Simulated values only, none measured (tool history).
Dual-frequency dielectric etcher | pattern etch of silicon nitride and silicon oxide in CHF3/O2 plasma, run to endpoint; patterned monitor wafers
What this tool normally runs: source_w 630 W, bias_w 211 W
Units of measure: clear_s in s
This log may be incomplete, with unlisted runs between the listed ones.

| run | hour | source_w | bias_w | wafers since the last listed run | hours since the last wet clean | hours since the last source power generator calibration | hours since the last bias power generator calibration | hours since the last upper electrode change | incoming incoming film thickness, nm | clear_s |
|---|---|---|---|---|---|---|---|---|---|---|
| 1 | 0 | 630 | 211 | 0 | 429.9 | 1590.7 | 3908.3 | 4305.3 | 164.8 | 97.9 |
| 2 | 16.6 | 630 | 211 | 128 | 446.5 | 1607.3 | 3924.9 | 4321.9 | 166 | 98.9 |
| 3 | 31.3 | 630 | 211 | 113 | 461.2 | 1622 | 3939.6 | 4336.6 | 164.8 | 98.2 |
| 4 | 46.3 | 630 | 211 | 115 | 476.2 | 1637 | 3954.6 | 4351.6 | 165.8 | 98.4 |
| 5 | 60.8 | 680 | 211 | 111 | 490.7 | 1651.5 | 3969.1 | 4366.1 | 166.3 | 96.8 |
|  | 73.5 | source power generator calibrated |
|  | 98.5 | wet clean of the chamber |
| 6 | 99 | 680 | 211 | 78 | 0.5 | 25.5 | 4007.3 | 4404.3 | 165.5 | 94.5 |
| 7 | 99.4 | 680 | 211 | 3 | 0.9 | 25.9 | 4007.7 | 4404.7 | 166.6 | 95.3 |
| 8 | 107 | 630 | 211 | 58 | 8.5 | 33.5 | 4015.3 | 4412.3 | 165.1 | 96.1 |
| 9 | 117.8 | 630 | 211 | 83 | 19.3 | 44.3 | 4026.1 | 4423.1 | 163.9 | 96.1 |
|  | 147.1 | upper electrode replaced, of another model than before |
| 10 | 147.6 | 690 | 248 | 44 | 49.1 | 74.1 | 4055.9 | 0.5 | 165.6 | 89.6 |
| 11 | 147.9 | 630 | 211 | 2 | 49.4 | 74.4 | 4056.2 | 0.8 | 164.3 | 96.5 |
| 12 | 156.1 | 630 | 211 | 63 | 57.6 | 82.6 | 4064.4 | 9 | 165.1 | 96.5 |
| 13 | 162.9 | 700 | 211 | 52 | 64.4 | 89.4 | 4071.2 | 15.8 | 164.3 | 91.7 |
| 14 | 173 | 790 | 257 | 77 | 74.5 | 99.5 | 4081.3 | 25.9 | 165.9 | 84 |
| 15 | 181.5 | 690 | 173 | 65 | 83 | 108 | 4089.8 | 34.4 | 166.4 | 96.9 |
| 16 | 188.7 | 630 | 211 | 55 | 90.2 | 115.2 | 4097 | 41.6 | 166.5 | 96.9 |
| 17 | 199.7 | 510 | 165 | 84 | 101.2 | 126.2 | 4108 | 52.6 | 165.2 | 112.7 |
|  | 210.8 | bias power generator calibrated |
| 18 | 217.2 | 770 | 228 | 104 | 118.7 | 143.7 | 6.4 | 70.1 | 164.7 | 86.5 |
| 19 | 229.8 | 490 | 262 | 97 | 131.3 | 156.3 | 19 | 82.7 | 166.4 | 107.1 |
| 20 | 246.8 | 630 | 211 | 131 | 148.3 | 173.3 | 36 | 99.7 | 165.8 | 97.4 |
| 21 | 263.1 | 760 | 231 | 125 | 164.6 | 189.6 | 52.3 | 116 | 164.8 | 86.7 |
| 22 | 307.3 | 740 | 175 | 340 | 208.8 | 233.8 | 96.5 | 160.2 | 166.2 | 93.2 |
| 23 | 323.5 | 630 | 211 | 124 | 225 | 250 | 112.7 | 176.4 | 165.9 | 97.9 |
| 24 | 341.2 | 540 | 239 | 136 | 242.7 | 267.7 | 130.4 | 194.1 | 165.3 | 103.3 |
| 25 | 351 | 480 | 251 | 75 | 252.5 | 277.5 | 140.2 | 203.9 | 165.4 | 109.7 |
| 26 | 362.3 | 710 | 192 | 87 | 263.8 | 288.8 | 151.5 | 215.2 | 165.4 | 93.7 |
| 27 | 372.8 | 760 | 235 | 80 | 274.3 | 299.3 | 162 | 225.7 | 165.1 | 87.5 |
| 28 | 385.1 | 790 | 189 | 94 | 286.6 | 311.6 | 174.3 | 238 | 166.7 | 89 |
| 29 | 398.1 | 630 | 211 | 100 | 299.6 | 324.6 | 187.3 | 251 | 165 | 98.1 |
| 30 | 410.4 | 630 | 158 | 94 | 311.9 | 336.9 | 199.6 | 263.3 | 166 | 103.3 |
| 31 | 417.2 | 570 | 239 | 52 | 318.7 | 343.7 | 206.4 | 270.1 | 166.2 | 101 |
| 32 | 429.8 | 780 | 230 | 97 | 331.3 | 356.3 | 219 | 282.7 | 166 | 87.2 |
| 33 | 443.3 | 700 | 211 | 104 | 344.8 | 369.8 | 232.5 | 296.2 | 166.3 | 93.9 |
| 34 | 457.1 | 630 | 211 | 106 | 358.6 | 383.6 | 246.3 | 310 | 165.4 | 97.5 |
| 35 | 470.8 | 570 | 242 | 105 | 372.3 | 397.3 | 260 | 323.7 | 165.6 | 100.8 |
| 36 | 484 | 540 | 239 | 101 | 385.5 | 410.5 | 273.2 | 336.9 | 166.5 | 104.6 |

Predict each of these 3 candidate next runs independently; none follows another, all start after run 36:
| A | 484.5 | 670 | 211 | 3 | 386 | 411 | 273.7 | 337.4 | 165.4 | ? |
| B | 484.5 | 790 | 211 | 3 | 386 | 411 | 273.7 | 337.4 | 165.4 | ? |
| C | 484.5 | 740 | 193 | 3 | 386 | 411 | 273.7 | 337.4 | 165.4 | ? |

| run | clear_s |
|---|---|
| A | 95.6 |
| B | 88.2 |
| C | 92.4 |
With the hidden condition removed and each run's random variation left untouched, the same runs would have given:
| run | clear_s |
|---|---|
| A | 93.8 |
| B | 86.5 |
| C | 90.6 |
